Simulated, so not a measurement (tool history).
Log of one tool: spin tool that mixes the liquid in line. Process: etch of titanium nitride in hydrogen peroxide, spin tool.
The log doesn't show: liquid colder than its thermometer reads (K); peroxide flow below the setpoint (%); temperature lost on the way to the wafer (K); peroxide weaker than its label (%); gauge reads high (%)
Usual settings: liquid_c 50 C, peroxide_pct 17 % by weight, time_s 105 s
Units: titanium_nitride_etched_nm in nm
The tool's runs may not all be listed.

run   hour  liquid_c  peroxide_pct  time_s  wafers since the last listed run  hours since the thermometer was replaced  hours since the peroxide flow meter was replaced  hours since the heated supply line was repaired  hours since the drum of peroxide was connected  hours since the gauge calibration  read-back film thickness of the titanium nitride reference wafer, read on the same gauge (nm)  titanium_nitride_etched_nm
  1      0        50            13     105                                 0                                     485.7                                             135.8                                           2525.5                                             135                             1053.8                                                                                         59.975                        4.02
      20.8  -- heated supply line repaired
  2   21.3        43            15     105                               215                                       507                                             157.1                                              0.5                                           156.3                             1075.1                                                                                         59.992                       2.853
      34.2  -- thermometer replaced
  3   39.3        43            15     105                               180                                       5.1                                             175.1                                             18.5                                           174.3                             1093.1                                                                                         59.974                       2.818
  4   73.8        43            15     105                               366                                      39.6                                             209.6                                               53                                           208.8                             1127.6                                                                                         59.987                       2.871
  5   86.1      58.5            21      75                               130                                      51.9                                             221.9                                             65.3                                           221.1                             1139.9                                                                                         59.994                       6.704
  6  106.6        50            17     105                               217                                      72.4                                             242.4                                             85.8                                           241.6                             1160.4                                                                                         60.009                       4.923
  7  135.1        50            12      55                               302                                     100.9                                             270.9                                            114.3                                           270.1                             1188.9                                                                                         60.022                       2.392
     156.1  -- gauge calibrated
  8    161        55          15.5      85                               274                                     126.8                                             296.8                                            140.2                                             296                                4.9                                                                                         60.003                       5.539
  9  180.4        56            14      75                               205                                     146.2                                             316.2                                            159.6                                           315.4                               24.3                                                                                          59.98                       5.151
 10  213.8      43.5          18.5     105                               354                                     179.6                                             349.6                                              193                                           348.8                               57.7                                                                                         59.975                       3.093
 11  245.9        50            17     105                               340                                     211.7                                             381.7                                            225.1                                           380.9                               89.8                                                                                         59.999                       4.851
 12  279.9        50            17     105                               360                                     245.7                                             415.7                                            259.1                                           414.9                              123.8                                                                                         59.979                       4.867
 13    303        50          15.5      80                               245                                     268.8                                             438.8                                            282.2                                             438                              146.9                                                                                         60.017                       3.631
 14  317.1        50            17     105                               149                                     282.9                                             452.9                                            296.3                                           452.1                                161                                                                                         59.993                       4.877
 15  369.7        50            17     105                               558                                     335.5                                             505.5                                            348.9                                           504.7                              213.6                                                                                         60.029                       4.825
 16  396.2      57.5            17     105                               281                                       362                                               532                                            375.4                                           531.2                              240.1                                                                                         59.987                       8.172
 17  422.2        50            19      85                               275                                       388                                               558                                            401.4                                           557.2                              266.1                                                                                         59.999                       4.017
 18  452.9        50            17     105                               325                                     418.7                                             588.7                                            432.1                                           587.9                              296.8                                                                                         59.982                       4.819
 19  479.1        45            19      40                               278                                     444.9                                             614.9                                            458.3                                           614.1                                323                                                                                         60.006                         1.3
 20  495.7      40.5            17     140                               176                                     461.5                                             631.5                                            474.9                                           630.7                              339.6                                                                                         59.994                        3.16
 21  520.3        50            21     105                               261                                     486.1                                             656.1                                            499.5                                           655.3                              364.2                                                                                         59.998                       5.018
 22  534.2        41            17     150                               147                                       500                                               670                                            513.4                                           669.2                              378.1                                                                                         59.973                       3.527
 23  552.9        50            17     105                               198                                     518.7                                             688.7                                            532.1                                           687.9                              396.8                                                                                         60.002                       4.824
 24  588.7      53.5            17      45                               380                                     554.5                                             724.5                                            567.9                                           723.7                              432.6                                                                                         59.963                       2.598
     601.1  -- thermometer replaced
 25  601.6      45.5          19.5     145                               126                                       0.5                                             737.4                                            580.8                                           736.6                              445.5                                                                                          60.02                       4.877

Forecast each of these 4 alternatives for the next run:
  A   602      42.5            17     105                                 4                                       0.9                                             737.8                                            581.2                                             737                              445.9                                                                                              ?                           ?
  B   602        56            17     150                                 4                                       0.9                                             737.8                                            581.2                                             737                              445.9                                                                                              ?                           ?
  C   602        46            14     105                                 4                                       0.9                                             737.8                                            581.2                                             737                              445.9                                                                                              ?                           ?
  D   602      57.5            22      60                                 4                                       0.9                                             737.8                                            581.2                                             737                              445.9                                                                                              ?                           ?

run  read-back film thickness of the titanium nitride reference wafer, read on the same gauge (nm)  titanium_nitride_etched_nm
  A                                                                                         60.015                       2.714
  B                                                                                         60.015                      10.361
  C                                                                                         60.015                       3.388
  D                                                                                         60.015                       4.861
Without the tool's hidden state the same runs would have given:
run  titanium_nitride_etched_nm
  A                       2.818
  B                      10.729
  C                       3.516
  D                       5.032
